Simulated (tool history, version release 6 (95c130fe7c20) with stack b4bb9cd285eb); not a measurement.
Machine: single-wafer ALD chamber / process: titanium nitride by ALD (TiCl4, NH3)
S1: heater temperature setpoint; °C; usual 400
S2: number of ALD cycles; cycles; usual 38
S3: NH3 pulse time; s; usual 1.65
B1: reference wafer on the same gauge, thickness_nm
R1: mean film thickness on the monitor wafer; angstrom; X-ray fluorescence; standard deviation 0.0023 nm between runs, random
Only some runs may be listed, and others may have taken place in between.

| run | hour | S1 | S2 | S3 | B1 | R1 |
|---|---|---|---|---|---|---|
| 1 | 0.0 | 400 | 38 | 1.65 | 0.791 | 9.37 |
| 2 | 44.7 | 400 | 38 | 1.65 | 0.791 | 9.39 |
| 3 | 105.2 | 400 | 38 | 1.65 | 0.792 | 9.41 |
| 4 | 162.5 | 400 | 38 | 1.65 | 0.792 | 9.37 |
| 5 | 206.3 | 400 | 38 | 1.65 | 0.792 | 9.42 |
| 6 | 267.6 | 400 | 38 | 1.65 | 0.793 | 9.42 |
| 7 | 333.6 | 400 | 38 | 1.65 | 0.793 | 9.41 |
| 8 | 391.0 | 400 | 38 | 1.65 | 0.793 | 9.42 |
| 9 | 462.7 | 400 | 38 | 1.65 | 0.793 | 9.45 |
| 10 | 513.9 | 394 | 36 | 1.65 | 0.793 | 8.86 |
| 11 | 567.1 | 400 | 38 | 1.65 | 0.794 | 9.37 |
| 12 | 638.8 | 400 | 38 | 1.65 | 0.794 | 9.43 |
| 13 | 699.6 | 400 | 38 | 1.65 | 0.795 | 9.42 |
| 14 | 732.2 | 400 | 41 | 1.65 | 0.795 | 10.18 |
| 15 | 785.6 | 403 | 38 | 1.65 | 0.795 | 9.45 |
| 16 | 844.3 | 403 | 38 | 1.65 | 0.795 | 9.45 |
| 17 | 887.8 | 403 | 38 | 1.65 | 0.795 | 9.45 |
| 18 | 948.7 | 400 | 38 | 1.65 | 0.795 | 9.41 |
| 19 | 1002.9 | 415 | 38 | 2.29 | 0.795 | 9.63 |
| 20 | 1072.3 | 387 | 38 | 1.65 | 0.795 | 9.31 |
| 21 | 1100.8 | 387 | 38 | 1.65 | 0.794 | 9.33 |
| 22 | 1159.1 | 400 | 38 | 1.65 | 0.796 | 9.45 |
| 23 | 1208.4 | 400 | 42 | 1.95 | 0.796 | 10.46 |
| 24 | 1265.4 | 396 | 38 | 1.37 | 0.795 | 9.31 |
| 25 | 1314.1 | 413 | 31 | 2.24 | 0.795 | 7.83 |
| 26 | 1360.8 | 400 | 38 | 1.65 | 0.796 | 9.45 |
| 27 | 1416.8 | 400 | 38 | 1.65 | 0.795 | 9.42 |
| 28 | 1455.1 | 410 | 30 | 1.14 | 0.796 | 7.35 |
| 29 | 1486.8 | 408 | 38 | 1.65 | 0.796 | 9.49 |
| 30 | 1538.3 | 400 | 34 | 1.65 | 0.783 | 8.27 |
| 31 | 1599.0 | 400 | 38 | 1.33 | 0.783 | 9.17 |
| 32 | 1628.9 | 400 | 38 | 1.65 | 0.784 | 9.30 |
| 33 | 1653.7 | 400 | 38 | 1.08 | 0.785 | 9.04 |
| 34 | 1722.2 | 386 | 43 | 1.65 | 0.785 | 10.41 |
| 35 | 1781.6 | 400 | 38 | 1.65 | 0.787 | 9.27 |
| 36 | 1852.5 | 400 | 33 | 1.65 | 0.787 | 8.08 |
| 37 | 1890.9 | 407 | 38 | 1.91 | 0.788 | 9.44 |
| 38 | 1926.5 | 400 | 36 | 1.04 | 0.787 | 8.58 |
| 39 | 1970.9 | 400 | 35 | 2.25 | 0.788 | 8.73 |
| 40 | 2041.4 | 392 | 35 | 1.30 | 0.789 | 8.38 |

Between the runs listed above, the log contained 3 entries, not reproduced here. Where in the sequence does each belong, and how does what the log doesn't record of the tool's condition differ from the listed run before to the listed run after?
Run 22 -> run 23: thermocouple changed; heater temperature recalibrated (hour 1189.8)
  gauge reads high (%): 1.7 -> 1.71
  the result without the hidden state subtracted from the measured one, R1: +0.16 -> +0.18 angstrom
Run 29 -> run 30: gauge calibrated (hour 1537.7)
  gauge reads high (%): 1.75 -> -0.00408
  the result without the hidden state subtracted from the measured one, R1: +0.16 -> +0.00 angstrom
Run 30 -> run 31: showerhead replaced (hour 1596.7)
  gauge reads high (%): -0.00408 -> 0.139
  the result without the hidden state subtracted from the measured one, R1: +0.00 -> +0.01 angstrom
